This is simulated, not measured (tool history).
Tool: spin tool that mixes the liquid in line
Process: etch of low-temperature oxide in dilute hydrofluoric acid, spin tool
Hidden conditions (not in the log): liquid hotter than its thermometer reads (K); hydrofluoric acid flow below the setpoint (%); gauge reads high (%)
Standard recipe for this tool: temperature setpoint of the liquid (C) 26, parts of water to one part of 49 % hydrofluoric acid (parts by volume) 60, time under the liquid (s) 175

run	hour	temperature setpoint of the liquid (C)	parts of water to one part of 49 % hydrofluoric acid (parts by volume)	time under the liquid (s)	wafers since the last listed run	hours since the thermometer was replaced	hours since the hydrofluoric acid flow meter was replaced	hours since the gauge calibration	read-back film thickness of the low-temperature oxide reference wafer, read on the same gauge (nm)	thickness taken off the low-temperature oxide on a monitor wafer (angstrom)
1	0	26	60	175	0	663.2	911.8	3677.7	50.02	468.8
# hour 45.6: thermometer replaced
# hour 118.9: hydrofluoric acid flow meter replaced
2	253.6	26	60	175	1812	208	134.7	3931.3	49.97	461.8
# hour 336.5: gauge calibrated
3	353.9	26	60	175	722	308.3	235	17.4	49.95	461.5
4	430	26	60	175	548	384.4	311.1	93.5	49.99	464.2
5	515.9	26	60	175	618	470.3	397	179.4	49.96	468.7
6	567.1	26	60	175	368	521.5	448.2	230.6	49.97	466
7	620.8	26	60	175	386	575.2	501.9	284.3	50.01	468.7
8	671.7	26	60	175	366	626.1	552.8	335.2	49.97	463.6
9	744.8	26	60	175	526	699.2	625.9	408.3	49.99	470
10	805.6	26	60	175	437	760	686.7	469.1	49.95	471.3
# hour 840.3: thermometer replaced
11	875.4	26	60	245	495	35.1	756.5	538.9	49.99	638.6
# hour 964.4: hydrofluoric acid flow meter replaced
12	970.1	26	60	245	674	129.8	5.7	633.6	49.96	644
13	1019.5	26	60	175	355	179.2	55.1	683	49.99	458.6
14	1114.1	26	70	175	681	273.8	149.7	777.6	50.01	389
15	1250.5	26	60	175	982	410.2	286.1	914	49.98	460.7
16	1307.3	28	70	140	409	467	342.9	970.8	49.99	340.3
17	1398.8	29	60	100	659	558.5	434.4	1062.3	50	298.2
18	1455.4	29	60	175	407	615.1	491	1118.9	50	522.1
19	1497.1	26	80	225	300	656.8	532.7	1160.6	50.01	436.8
20	1565	26	60	175	489	724.7	600.6	1228.5	50.02	467.8
# hour 1596.2: thermometer replaced
21	1637.4	26	70	210	514	41.2	673	1300.9	49.97	465.3
22	1694.2	24.5	60	90	409	98	729.8	1357.7	49.98	222.6
# hour 1782.6: hydrofluoric acid flow meter replaced
23	1783.2	27.5	85	105	633	187	0.6	1446.7	50	200.4
24	1848.9	26	60	175	473	252.7	66.3	1512.4	50.06	463.2
25	1945.3	26	60	175	694	349.1	162.7	1608.8	49.97	463
26	1993	24	90	175	343	396.8	210.4	1656.5	50.01	273.8
27	2072.8	26	60	175	574	476.6	290.2	1736.3	50.02	466.5
28	2171	28.5	60	250	707	574.8	388.4	1834.5	49.96	737.1
29	2273.2	23	40	130	736	677	490.6	1936.7	50.03	477.2
30	2349.1	28.5	40	175	546	752.9	566.5	2012.6	49.96	801
# hour 2386.2: thermometer replaced
31	2395.1	26	60	175	324	8.9	612.5	2058.6	49.99	456.6
32	2455.6	28	60	230	435	69.4	673	2119.1	49.98	648.6
33	2521.5	26	60	175	474	135.3	738.9	2185	50.01	457.7

Forecast each of these 3 alternatives for the next run:
A	2522	22	60	175	3	135.8	739.4	2185.5	?	?
B	2522	26	40	80	3	135.8	739.4	2185.5	?	?
C	2522	26	35	175	3	135.8	739.4	2185.5	?	?

run	read-back film thickness of the low-temperature oxide reference wafer, read on the same gauge (nm)	thickness taken off the low-temperature oxide on a monitor wafer (angstrom)
A	49.97	389.2
B	49.97	323.1
C	49.97	813.5
The same runs, with their run-to-run variation unchanged, on a tool lacking any hidden condition would have given:
run	thickness taken off the low-temperature oxide on a monitor wafer (angstrom)
A	387.5
B	321.7
C	809.9
